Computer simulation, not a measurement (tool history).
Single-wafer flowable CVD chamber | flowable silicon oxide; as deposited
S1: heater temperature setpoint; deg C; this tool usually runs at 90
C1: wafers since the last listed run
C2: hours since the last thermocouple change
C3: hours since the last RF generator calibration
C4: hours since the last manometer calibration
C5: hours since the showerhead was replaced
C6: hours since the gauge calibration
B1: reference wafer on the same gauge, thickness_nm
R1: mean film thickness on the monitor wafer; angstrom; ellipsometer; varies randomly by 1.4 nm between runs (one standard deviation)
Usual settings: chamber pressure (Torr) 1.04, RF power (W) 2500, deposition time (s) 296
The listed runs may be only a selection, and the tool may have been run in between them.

Run 1, day 0: usual settings but RF power (W) 2690; C1 0; C2 1792.9; C3 726.9; C4 1678.6; C5 4465; C6 43.8; B1 293.247. Result: R1 3535.09 angstrom.
Run 2, day 2: usual settings; C1 224; C2 1840.9; C3 774.9; C4 1726.6; C5 4513; C6 91.8; B1 293.488. Result: R1 3518.49 angstrom.
Run 3, day 4.446: usual settings; C1 274; C2 1899.6; C3 833.6; C4 1785.3; C5 4571.7; C6 150.5; B1 293.504. Result: R1 3514.6 angstrom.
Run 4, day 8.646: usual settings but RF power (W) 2670; C1 470; C2 2000.4; C3 934.4; C4 1886.1; C5 4672.5; C6 251.3; B1 293.606. Result: R1 3546.28 angstrom.
Run 5, day 11.875: usual settings but RF power (W) 2670; C1 362; C2 2077.9; C3 1011.9; C4 1963.6; C5 4750; C6 328.8; B1 294.435. Result: R1 3533.69 angstrom.
Run 6, day 13.725: usual settings; C1 207; C2 2122.3; C3 1056.3; C4 2008; C5 4794.4; C6 373.2; B1 294.368. Result: R1 3538.77 angstrom.
Run 7, day 17.146: usual settings; C1 383; C2 2204.4; C3 1138.4; C4 2090.1; C5 4876.5; C6 455.3; B1 294.909. Result: R1 3490.67 angstrom.
Run 8, day 21.621: usual settings; C1 501; C2 2311.8; C3 1245.8; C4 2197.5; C5 4983.9; C6 562.7; B1 294.759. Result: R1 3524.48 angstrom.
Run 9, day 23.758: usual settings but deposition time (s) 313; C1 239; C2 2363.1; C3 1297.1; C4 2248.8; C5 5035.2; C6 614; B1 295.631. Result: R1 3736.11 angstrom.
At day 25.629: capacitance manometer re-zeroed and calibrated.
Run 10, day 28.079: usual settings but S1 83 deg C; C1 447; C2 2466.8; C3 1400.8; C4 58.8; C5 5138.9; C6 717.7; B1 296.949. Result: R1 4286.36 angstrom.
Run 11, day 31.346: usual settings; C1 366; C2 2545.2; C3 1479.2; C4 137.2; C5 5217.3; C6 796.1; B1 296.723. Result: R1 3520.27 angstrom.
Run 12, day 35.671: usual settings but chamber pressure (Torr) 1.18, RF power (W) 2105; C1 484; C2 2649; C3 1583; C4 241; C5 5321.1; C6 899.9; B1 298.032. Result: R1 3901.23 angstrom.
Run 13, day 37.458: usual settings but S1 98 deg C, chamber pressure (Torr) 0.93; C1 200; C2 2691.9; C3 1625.9; C4 283.9; C5 5364; C6 942.8; B1 298.348. Result: R1 2512.51 angstrom.
Run 14, day 39.146: usual settings but chamber pressure (Torr) 1.29, RF power (W) 2165; C1 189; C2 2732.4; C3 1666.4; C4 324.4; C5 5404.5; C6 983.3; B1 298.738. Result: R1 4277.82 angstrom.
Run 15, day 43.292: usual settings; C1 464; C2 2831.9; C3 1765.9; C4 423.9; C5 5504; C6 1082.8; B1 299.64. Result: R1 3558.59 angstrom.
Run 16, day 47.096: usual settings but S1 85 deg C, chamber pressure (Torr) 0.81, deposition time (s) 352; C1 426; C2 2923.2; C3 1857.2; C4 515.2; C5 5595.3; C6 1174.1; B1 300.611. Result: R1 3744.42 angstrom.
At day 49.396: thermocouple changed; heater temperature recalibrated.
Run 17, day 50.658: usual settings; C1 362; C2 30.3; C3 1942.7; C4 600.7; C5 5680.8; C6 1259.6; B1 302.158. Result: R1 3617.41 angstrom.
Run 18, day 52.829: usual settings but S1 100 deg C, chamber pressure (Torr) 0.92, RF power (W) 2050, deposition time (s) 352; C1 243; C2 82.4; C3 1994.8; C4 652.8; C5 5732.9; C6 1311.7; B1 302.462. Result: R1 2725.92 angstrom.
Run 19, day 54.542: usual settings but S1 84 deg C, chamber pressure (Torr) 1.11, RF power (W) 2980, deposition time (s) 269; C1 192; C2 123.5; C3 2035.9; C4 693.9; C5 5774; C6 1352.8; B1 303.469. Result: R1 4177.66 angstrom.
At day 55.292: gauge calibrated.
At day 56.538: showerhead replaced.
Run 20, day 58.583: usual settings; C1 415; C2 220.5; C3 2132.9; C4 790.9; C5 49.1; C6 79; B1 290.748. Result: R1 3472.34 angstrom.
At day 58.946: RF generator calibrated.
Run 21, day 64.15: usual settings but S1 85 deg C, chamber pressure (Torr) 1.19; C1 586; C2 354.1; C3 124.9; C4 924.5; C5 182.7; C6 212.6; B1 291.99. Result: R1 4503.03 angstrom.
Run 22, day 66.6: usual settings but RF power (W) 2775, deposition time (s) 269; C1 274; C2 412.9; C3 183.7; C4 983.3; C5 241.5; C6 271.4; B1 291.806. Result: R1 3191.28 angstrom.
Run 23, day 70.233: usual settings but S1 104 deg C, deposition time (s) 276; C1 407; C2 500.1; C3 270.9; C4 1070.5; C5 328.7; C6 358.6; B1 291.35. Result: R1 2160.42 angstrom.
Run 24, day 83.05: usual settings; C1 1437; C2 807.7; C3 578.5; C4 1378.1; C5 636.3; C6 666.2; B1 293.625. Result: R1 3504.03 angstrom.

Forecast each of these 5 alternatives for the next run:
Run A, day 83.071: usual settings; C1 2; C2 808.2; C3 579; C4 1378.6; C5 636.8; C6 666.7; B1 ?. Result: R1 ?.
Run B, day 83.071: usual settings but chamber pressure (Torr) 0.92, RF power (W) 2935, deposition time (s) 349; C1 2; C2 808.2; C3 579; C4 1378.6; C5 636.8; C6 666.7; B1 ?. Result: R1 ?.
Run C, day 83.071: usual settings but chamber pressure (Torr) 0.87, RF power (W) 2085, deposition time (s) 353; C1 2; C2 808.2; C3 579; C4 1378.6; C5 636.8; C6 666.7; B1 ?. Result: R1 ?.
Run D, day 83.071: usual settings but chamber pressure (Torr) 0.78, RF power (W) 2270, deposition time (s) 332; C1 2; C2 808.2; C3 579; C4 1378.6; C5 636.8; C6 666.7; B1 ?. Result: R1 ?.
Run E, day 83.071: usual settings but chamber pressure (Torr) 1.12, RF power (W) 2635, deposition time (s) 338; C1 2; C2 808.2; C3 579; C4 1378.6; C5 636.8; C6 666.7; B1 ?. Result: R1 ?.

run       B1       R1
  A  294.447  3499.56
  B  294.447  3695.28
  C  294.447  3379.73
  D  294.447  2874.21
  E  294.447  4319.77
Had the tool no hidden state, the same runs would have come out as:
run       R1
  A   3479.6
  B  3674.21
  C  3360.45
  D  2857.82
  E  4295.12

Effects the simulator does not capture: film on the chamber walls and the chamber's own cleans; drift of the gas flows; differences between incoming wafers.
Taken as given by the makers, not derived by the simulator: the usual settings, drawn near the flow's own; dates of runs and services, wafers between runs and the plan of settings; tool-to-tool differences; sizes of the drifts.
